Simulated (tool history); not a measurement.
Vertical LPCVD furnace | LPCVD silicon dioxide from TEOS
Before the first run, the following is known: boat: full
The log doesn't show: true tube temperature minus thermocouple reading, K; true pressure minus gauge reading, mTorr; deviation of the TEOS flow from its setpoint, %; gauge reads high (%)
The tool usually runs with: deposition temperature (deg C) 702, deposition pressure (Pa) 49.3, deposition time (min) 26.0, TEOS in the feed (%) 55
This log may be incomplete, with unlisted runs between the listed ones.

run,hour,deposition temperature (deg C),deposition pressure (Pa),deposition time (min),TEOS in the feed (%),wafers since the last listed run,hours since the last temperature calibration,hours since the pressure gauge was zeroed,hours since the TEOS flow controller was replaced,hours since the gauge calibration,"read-back reference wafer on the same gauge, thickness",film thickness on the monitor wafer in the middle of the boat (nm)
1,0.0,702,49.3,26.0,55,0,3971.2,2086.2,1334.7,213.7,205.50,209.14
2,37.1,702,49.3,26.0,55,787,4008.3,2123.3,1371.8,250.8,206.13,207.68
3,125.6,702,49.3,26.0,55,1878,4096.8,2211.8,1460.3,339.3,205.93,211.39
4,164.4,702,49.3,26.0,55,823,4135.6,2250.6,1499.1,378.1,205.89,209.48
5,244.2,702,49.3,26.0,55,1693,4215.4,2330.4,1578.9,457.9,205.92,211.26
6,334.7,702,49.3,26.0,55,1920,4305.9,2420.9,1669.4,548.4,205.94,210.38
7,420.9,702,49.3,26.0,55,1829,4392.1,2507.1,1755.6,634.6,206.14,207.34
8,483.0,702,49.3,26.0,55,1318,4454.2,2569.2,1817.7,696.7,205.93,210.15
9,546.5,702,49.3,26.0,46,1347,4517.7,2632.7,1881.2,760.2,205.99,191.68
10,592.8,702,49.3,26.0,64,982,4564.0,2679.0,1927.5,806.5,205.95,227.16
# hour 643.9: thermocouples replaced and temperature profile calibrated
11,677.2,702,49.3,26.0,55,1281,33.3,2763.4,2011.9,890.9,205.93,188.00
# hour 687.0: gauge calibrated
# hour 758.2: pressure gauge zeroed
# hour 778.1: TEOS flow controller replaced
12,778.6,702,49.3,18.0,50,1221,134.7,20.4,0.5,91.6,205.89,124.33
13,820.4,714,49.3,33.5,51,887,176.5,62.2,42.3,133.4,206.32,310.46
14,878.4,702,42.0,26.0,55,1231,234.5,120.2,100.3,191.4,205.91,175.98
15,951.1,710,49.3,26.0,48,1543,307.2,192.9,173.0,264.1,206.21,213.66
16,1014.9,710,49.3,26.0,48,1354,371.0,256.7,236.8,327.9,205.67,215.34
17,1068.8,702,49.3,26.0,55,1144,424.9,310.6,290.7,381.8,206.28,192.94

Consider 5 possible next runs. They are alternatives, not a sequence: every one starts from the tool as it was left by run 17. What does each give?
A,1072.1,702,49.3,26.0,63,70,428.2,313.9,294.0,385.1,?,?
B,1072.1,711,49.3,26.0,51,70,428.2,313.9,294.0,385.1,?,?
C,1072.1,706,49.3,17.5,55,70,428.2,313.9,294.0,385.1,?,?
D,1072.1,702,49.3,26.0,59,70,428.2,313.9,294.0,385.1,?,?
E,1072.1,702,54.7,26.0,55,70,428.2,313.9,294.0,385.1,?,?

run,"read-back reference wafer on the same gauge, thickness",film thickness on the monitor wafer in the middle of the boat (nm)
A,206.13,205.91
B,206.13,227.64
C,206.13,141.97
D,206.13,199.26
E,206.13,202.52
The same runs, with their run-to-run variation unchanged, on a tool lacking any hidden condition would have given:
run,film thickness on the monitor wafer in the middle of the boat (nm)
A,199.78
B,220.99
C,137.79
D,193.34
E,196.50
